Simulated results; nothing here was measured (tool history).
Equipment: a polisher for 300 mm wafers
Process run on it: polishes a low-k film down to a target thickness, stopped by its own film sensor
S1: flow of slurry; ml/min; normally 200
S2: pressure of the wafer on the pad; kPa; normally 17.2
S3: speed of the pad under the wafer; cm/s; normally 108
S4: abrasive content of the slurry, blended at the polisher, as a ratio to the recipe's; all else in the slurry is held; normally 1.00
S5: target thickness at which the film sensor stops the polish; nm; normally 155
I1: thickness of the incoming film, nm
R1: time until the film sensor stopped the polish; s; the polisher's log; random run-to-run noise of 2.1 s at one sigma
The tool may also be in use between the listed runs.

run 1 day=0.000 | S1=200 S2=17.2 S3=108 S4=1.00 S5=155 | I1=238.7 | R1=151.1
run 2 day=1.142 | S1=200 S2=17.2 S3=108 S4=1.00 S5=155 | I1=241.4 | R1=160.9
run 3 day=2.300 | S1=200 S2=17.2 S3=108 S4=1.00 S5=155 | I1=238.4 | R1=158.0
run 4 day=3.171 | S1=200 S2=17.2 S3=108 S4=0.80 S5=155 | I1=242.8 | R1=188.8
run 5 day=3.988 | S1=200 S2=17.2 S3=108 S4=0.80 S5=155 | I1=241.9 | R1=189.4
run 6 day=4.546 | S1=200 S2=17.2 S3=108 S4=0.80 S5=155 | I1=240.1 | R1=191.8
-- day=5.129 worn pad replaced by a new one
run 7 day=5.212 | S1=200 S2=17.2 S3=108 S4=1.00 S5=176 | I1=236.7 | R1=108.9
run 8 day=6.404 | S1=200 S2=17.2 S3=108 S4=1.00 S5=155 | I1=239.3 | R1=156.8
run 9 day=7.646 | S1=200 S2=17.2 S3=108 S4=1.00 S5=155 | I1=236.6 | R1=155.7
-- day=8.100 slurry nozzle cleaned
-- day=8.129 conditioning disc replaced and pad reconditioned
run 10 day=8.808 | S1=200 S2=17.2 S3=108 S4=1.00 S5=167 | I1=243.3 | R1=151.2
run 11 day=10.054 | S1=200 S2=17.2 S3=108 S4=1.00 S5=167 | I1=241.1 | R1=151.8
-- day=10.808 worn pad replaced by a new one
run 12 day=11.142 | S1=200 S2=17.2 S3=108 S4=1.00 S5=155 | I1=242.1 | R1=157.1
run 13 day=11.783 | S1=200 S2=22.1 S3=108 S4=1.00 S5=155 | I1=241.2 | R1=122.3
run 14 day=12.533 | S1=200 S2=17.2 S3=108 S4=1.00 S5=155 | I1=237.3 | R1=152.7
-- day=14.088 slurry blender recalibrated
run 15 day=14.342 | S1=160 S2=17.2 S3=132 S4=0.70 S5=172 | I1=240.8 | R1=116.0
-- day=15.071 worn pad replaced by a new one
-- day=15.071 head pressure recalibrated
run 16 day=15.246 | S1=270 S2=17.2 S3=108 S4=1.00 S5=155 | I1=238.9 | R1=135.2
run 17 day=15.783 | S1=200 S2=17.2 S3=80 S4=1.20 S5=155 | I1=238.6 | R1=165.6
run 18 day=16.608 | S1=220 S2=17.2 S3=108 S4=1.10 S5=155 | I1=237.9 | R1=142.0
run 19 day=17.979 | S1=200 S2=22.1 S3=108 S4=1.25 S5=155 | I1=239.1 | R1=113.3
run 20 day=18.829 | S1=170 S2=20.7 S3=108 S4=0.70 S5=155 | I1=238.7 | R1=151.7
-- day=18.988 slurry nozzle cleaned
-- day=19.996 worn pad replaced by a new one
run 21 day=20.029 | S1=200 S2=14.5 S3=138 S4=0.85 S5=180 | I1=241.4 | R1=108.3
run 22 day=20.646 | S1=200 S2=17.2 S3=108 S4=1.00 S5=155 | I1=240.1 | R1=152.1
run 23 day=21.612 | S1=200 S2=17.2 S3=108 S4=1.00 S5=174 | I1=238.6 | R1=118.9
run 24 day=22.217 | S1=200 S2=17.2 S3=108 S4=1.00 S5=155 | I1=239.0 | R1=154.9
-- day=22.729 conditioning disc replaced and pad reconditioned
run 25 day=23.446 | S1=200 S2=17.2 S3=108 S4=1.00 S5=144 | I1=241.7 | R1=195.0
-- day=24.883 worn pad replaced by a new one
run 26 day=24.904 | S1=200 S2=17.2 S3=108 S4=0.75 S5=146 | I1=240.3 | R1=182.4

Below are 3 alternative next runs, each starting from the tool's condition after run 26. Predict each:
run A day=24.925 | S1=200 S2=17.2 S3=108 S4=1.00 S5=155 | I1=238.6 | R1=?
run B day=24.925 | S1=265 S2=17.2 S3=130 S4=1.00 S5=155 | I1=238.6 | R1=?
run C day=24.925 | S1=245 S2=20.0 S3=108 S4=1.00 S5=155 | I1=238.6 | R1=?

run=A R1=145.7
run=B R1=122.2
run=C R1=123.1
Without the tool's unlogged condition, the same runs would have read:
run=A R1=131.3
run=B R1=110.1
run=C R1=110.9
